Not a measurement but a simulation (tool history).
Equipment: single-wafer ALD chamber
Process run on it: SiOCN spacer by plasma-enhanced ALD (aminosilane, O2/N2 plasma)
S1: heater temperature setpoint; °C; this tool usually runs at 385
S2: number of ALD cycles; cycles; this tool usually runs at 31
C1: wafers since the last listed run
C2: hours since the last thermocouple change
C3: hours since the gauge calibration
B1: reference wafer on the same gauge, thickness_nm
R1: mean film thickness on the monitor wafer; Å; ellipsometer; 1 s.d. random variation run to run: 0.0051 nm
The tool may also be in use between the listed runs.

Run 1, hour 0: usual settings but S1 394 °C; C1 0; C2 1094.4; C3 953.3; B1 2.333. Result: R1 20.65 Å.
Run 2, hour 56.6: usual settings but S1 375 °C; C1 540; C2 1151; C3 1009.9; B1 2.335. Result: R1 20.64 Å.
At hour 87.8: gauge calibrated.
Run 3, hour 120.8: usual settings but S1 375 °C; C1 612; C2 1215.2; C3 33; B1 2.308. Result: R1 20.56 Å.
Run 4, hour 159.6: usual settings; C1 370; C2 1254; C3 71.8; B1 2.311. Result: R1 20.55 Å.
Run 5, hour 256.3: usual settings; C1 922; C2 1350.7; C3 168.5; B1 2.316. Result: R1 20.54 Å.
Run 6, hour 325.3: usual settings but S1 379 °C, S2 36 cycles; C1 658; C2 1419.7; C3 237.5; B1 2.317. Result: R1 23.91 Å.
Run 7, hour 353.6: usual settings; C1 270; C2 1448; C3 265.8; B1 2.319. Result: R1 20.6 Å.
Run 8, hour 413.4: usual settings but S2 32 cycles; C1 570; C2 1507.8; C3 325.6; B1 2.321. Result: R1 21.3 Å.
Run 9, hour 593.2: usual settings but S2 32 cycles; C1 1716; C2 1687.6; C3 505.4; B1 2.324. Result: R1 21.25 Å.
Run 10, hour 650.2: usual settings; C1 544; C2 1744.6; C3 562.4; B1 2.326. Result: R1 20.66 Å.
Run 11, hour 681.2: usual settings; C1 295; C2 1775.6; C3 593.4; B1 2.326. Result: R1 20.55 Å.
Run 12, hour 744.3: usual settings; C1 602; C2 1838.7; C3 656.5; B1 2.328. Result: R1 20.62 Å.
Run 13, hour 807.4: usual settings but S2 33 cycles; C1 602; C2 1901.8; C3 719.6; B1 2.329. Result: R1 21.97 Å.
Run 14, hour 878.3: usual settings but S1 376 °C; C1 676; C2 1972.7; C3 790.5; B1 2.329. Result: R1 20.58 Å.
Run 15, hour 923: usual settings but S1 374 °C, S2 29 cycles; C1 426; C2 2017.4; C3 835.2; B1 2.328. Result: R1 19.3 Å.
Run 16, hour 950.2: usual settings but S1 394 °C, S2 37 cycles; C1 259; C2 2044.6; C3 862.4; B1 2.329. Result: R1 24.67 Å.
Run 17, hour 985.2: usual settings; C1 334; C2 2079.6; C3 897.4; B1 2.33. Result: R1 20.65 Å.
Run 18, hour 1034.4: usual settings but S1 394 °C, S2 29 cycles; C1 469; C2 2128.8; C3 946.6; B1 2.328. Result: R1 19.26 Å.
Run 19, hour 1078.6: usual settings but S1 397 °C, S2 34 cycles; C1 421; C2 2173; C3 990.8; B1 2.33. Result: R1 22.6 Å.
At hour 1117.5: gauge calibrated.
Run 20, hour 1129: usual settings but S1 375 °C; C1 481; C2 2223.4; C3 11.5; B1 2.311. Result: R1 20.52 Å.
Run 21, hour 1171.1: usual settings but S1 378 °C, S2 34 cycles; C1 401; C2 2265.5; C3 53.6; B1 2.313. Result: R1 22.45 Å.
Run 22, hour 1216.1: usual settings but S1 379 °C, S2 28 cycles; C1 429; C2 2310.5; C3 98.6; B1 2.316. Result: R1 18.57 Å.
Run 23, hour 1385.8: usual settings but S1 396 °C, S2 33 cycles; C1 1619; C2 2480.2; C3 268.3; B1 2.322. Result: R1 21.95 Å.
At hour 1403.6: thermocouple changed; heater temperature recalibrated.
Run 24, hour 1453.4: usual settings but S1 379 °C, S2 28 cycles; C1 568; C2 49.8; C3 335.9; B1 2.324. Result: R1 18.67 Å.
Run 25, hour 1524.8: usual settings; C1 681; C2 121.2; C3 407.3; B1 2.327. Result: R1 20.59 Å.
Run 26, hour 1575.2: usual settings but S1 400 °C, S2 25 cycles; C1 481; C2 171.6; C3 457.7; B1 2.328. Result: R1 16.63 Å.
Run 27, hour 1626.2: usual settings but S1 393 °C, S2 26 cycles; C1 486; C2 222.6; C3 508.7; B1 2.329. Result: R1 17.32 Å.
Run 28, hour 1774.5: usual settings but S2 28 cycles; C1 1415; C2 370.9; C3 657; B1 2.331. Result: R1 18.59 Å.
Run 29, hour 1838.5: usual settings but S2 26 cycles; C1 610; C2 434.9; C3 721; B1 2.332. Result: R1 17.34 Å.

4 ways to go on from here, each from the tool as it stands after run 29. What would each give?
Run A, hour 1839: usual settings but S1 381 °C; C1 4; C2 435.4; C3 721.5; B1 ?. Result: R1 ?.
Run B, hour 1839: usual settings but S1 399 °C; C1 4; C2 435.4; C3 721.5; B1 ?. Result: R1 ?.
Run C, hour 1839: usual settings but S1 389 °C, S2 33 cycles; C1 4; C2 435.4; C3 721.5; B1 ?. Result: R1 ?.
Run D, hour 1839: usual settings but S1 371 °C, S2 26 cycles; C1 4; C2 435.4; C3 721.5; B1 ?. Result: R1 ?.

run     B1     R1
  A  2.331  20.63
  B  2.331  20.63
  C  2.331  21.96
  D  2.331   17.3
With no hidden state in the tool, these same runs would have given:
run     R1
  A  20.44
  B  20.44
  C  21.75
  D  17.14

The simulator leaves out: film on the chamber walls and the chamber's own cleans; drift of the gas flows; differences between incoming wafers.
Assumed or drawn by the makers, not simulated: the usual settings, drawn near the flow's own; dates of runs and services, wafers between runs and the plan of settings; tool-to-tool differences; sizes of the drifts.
